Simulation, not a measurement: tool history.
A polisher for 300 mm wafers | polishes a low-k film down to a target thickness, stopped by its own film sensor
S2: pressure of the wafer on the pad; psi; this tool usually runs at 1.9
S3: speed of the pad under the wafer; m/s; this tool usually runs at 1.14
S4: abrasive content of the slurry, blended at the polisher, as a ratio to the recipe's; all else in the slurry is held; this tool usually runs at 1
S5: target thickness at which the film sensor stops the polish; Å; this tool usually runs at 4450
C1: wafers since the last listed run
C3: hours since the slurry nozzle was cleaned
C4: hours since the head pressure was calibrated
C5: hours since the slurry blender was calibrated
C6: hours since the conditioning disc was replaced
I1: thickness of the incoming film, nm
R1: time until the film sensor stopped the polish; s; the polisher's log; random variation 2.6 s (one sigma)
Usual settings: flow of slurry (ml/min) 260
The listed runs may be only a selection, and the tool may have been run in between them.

{"run": 1, "hour": 0.0, "flow of slurry (ml/min)": 260, "S2": 1.9, "S3": 1.14, "S4": 1, "S5": 4450, "C1": 0, "wafers polished on this pad": 242, "C3": 472.6, "C4": 689.4, "C5": 14.4, "C6": 327.1, "I1": 518.6, "R1": 175.5}
{"run": 2, "hour": 9.3, "flow of slurry (ml/min)": 260, "S2": 1.9, "S3": 1.14, "S4": 1, "S5": 4450, "C1": 78, "wafers polished on this pad": 320, "C3": 481.9, "C4": 698.7, "C5": 23.7, "C6": 336.4, "I1": 504.7, "R1": 139.6}
{"run": 3, "hour": 20.6, "flow of slurry (ml/min)": 230, "S2": 1.9, "S3": 1.14, "S4": 1, "S5": 4450, "C1": 95, "wafers polished on this pad": 416, "C3": 493.2, "C4": 710, "C5": 35, "C6": 347.7, "I1": 510.1, "R1": 162.1}
{"run": 4, "hour": 35.2, "flow of slurry (ml/min)": 230, "S2": 1.9, "S3": 1.14, "S4": 1, "S5": 4450, "C1": 123, "wafers polished on this pad": 539, "C3": 507.8, "C4": 724.6, "C5": 49.6, "C6": 362.3, "I1": 502.4, "R1": 146.2}
{"run": 5, "hour": 48.8, "flow of slurry (ml/min)": 230, "S2": 1.9, "S3": 1.14, "S4": 1, "S5": 4450, "C1": 114, "wafers polished on this pad": 654, "C3": 521.4, "C4": 738.2, "C5": 63.2, "C6": 375.9, "I1": 504.6, "R1": 158.1}
{"run": 6, "hour": 57.2, "flow of slurry (ml/min)": 200, "S2": 1.9, "S3": 1.14, "S4": 1, "S5": 4350, "C1": 70, "wafers polished on this pad": 725, "C3": 529.8, "C4": 746.6, "C5": 71.6, "C6": 384.3, "I1": 509.3, "R1": 196.7}
{"run": 7, "hour": 65.0, "flow of slurry (ml/min)": 200, "S2": 1.9, "S3": 1.14, "S4": 1, "S5": 4350, "C1": 65, "wafers polished on this pad": 791, "C3": 537.6, "C4": 754.4, "C5": 79.4, "C6": 392.1, "I1": 509.5, "R1": 199.6}
{"run": 8, "hour": 71.3, "flow of slurry (ml/min)": 260, "S2": 1.9, "S3": 1.14, "S4": 1, "S5": 4450, "C1": 53, "wafers polished on this pad": 844, "C3": 543.9, "C4": 760.7, "C5": 85.7, "C6": 398.4, "I1": 513.6, "R1": 184.9}
{"run": 9, "hour": 84.7, "flow of slurry (ml/min)": 285, "S2": 1.9, "S3": 1.14, "S4": 1, "S5": 4620, "C1": 113, "wafers polished on this pad": 957, "C3": 557.3, "C4": 774.1, "C5": 99.1, "C6": 411.8, "I1": 514.5, "R1": 145.3}
{"hour": 90.8, "done": "conditioning disc replaced and pad reconditioned"}
{"hour": 95.7, "done": "slurry blender recalibrated"}
{"run": 10, "hour": 96.2, "flow of slurry (ml/min)": 285, "S2": 1.9, "S3": 1.14, "S4": 1, "S5": 4620, "C1": 63, "wafers polished on this pad": 1020, "C3": 568.8, "C4": 785.6, "C5": 0.5, "C6": 5.4, "I1": 516.9, "R1": 130.9}
{"run": 11, "hour": 112.0, "flow of slurry (ml/min)": 260, "S2": 1.9, "S3": 1.14, "S4": 1, "S5": 4450, "C1": 133, "wafers polished on this pad": 1154, "C3": 584.6, "C4": 801.4, "C5": 16.3, "C6": 21.2, "I1": 507.5, "R1": 150.7}
{"hour": 126.3, "done": "worn pad replaced by a new one"}
{"hour": 158.7, "done": "head pressure recalibrated"}
{"hour": 159.7, "done": "slurry nozzle cleaned"}
{"run": 12, "hour": 160.2, "flow of slurry (ml/min)": 260, "S2": 1.9, "S3": 1.4, "S4": 1, "S5": 4260, "C1": 347, "wafers polished on this pad": 260, "C3": 0.5, "C4": 1.5, "C5": 64.5, "C6": 69.4, "I1": 507.9, "R1": 178.2}
{"run": 13, "hour": 174.7, "flow of slurry (ml/min)": 260, "S2": 2.2, "S3": 1, "S4": 1, "S5": 4450, "C1": 122, "wafers polished on this pad": 383, "C3": 15, "C4": 16, "C5": 79, "C6": 83.9, "I1": 517.5, "R1": 197}

Run 14 has not been measured yet. What should we expect?
{"run": 14, "hour": 183.7, "flow of slurry (ml/min)": 260, "S2": 1.9, "S3": 1.14, "S4": 1, "S5": 4450, "C1": 75, "wafers polished on this pad": 459, "C3": 24, "C4": 25, "C5": 88, "C6": 92.9, "I1": 504.5, "R1": "?"}

Run 14 produced R1 162 s.
With the hidden condition absent and the run-to-run variation left alone, this run would have shown R1 143.4 s.
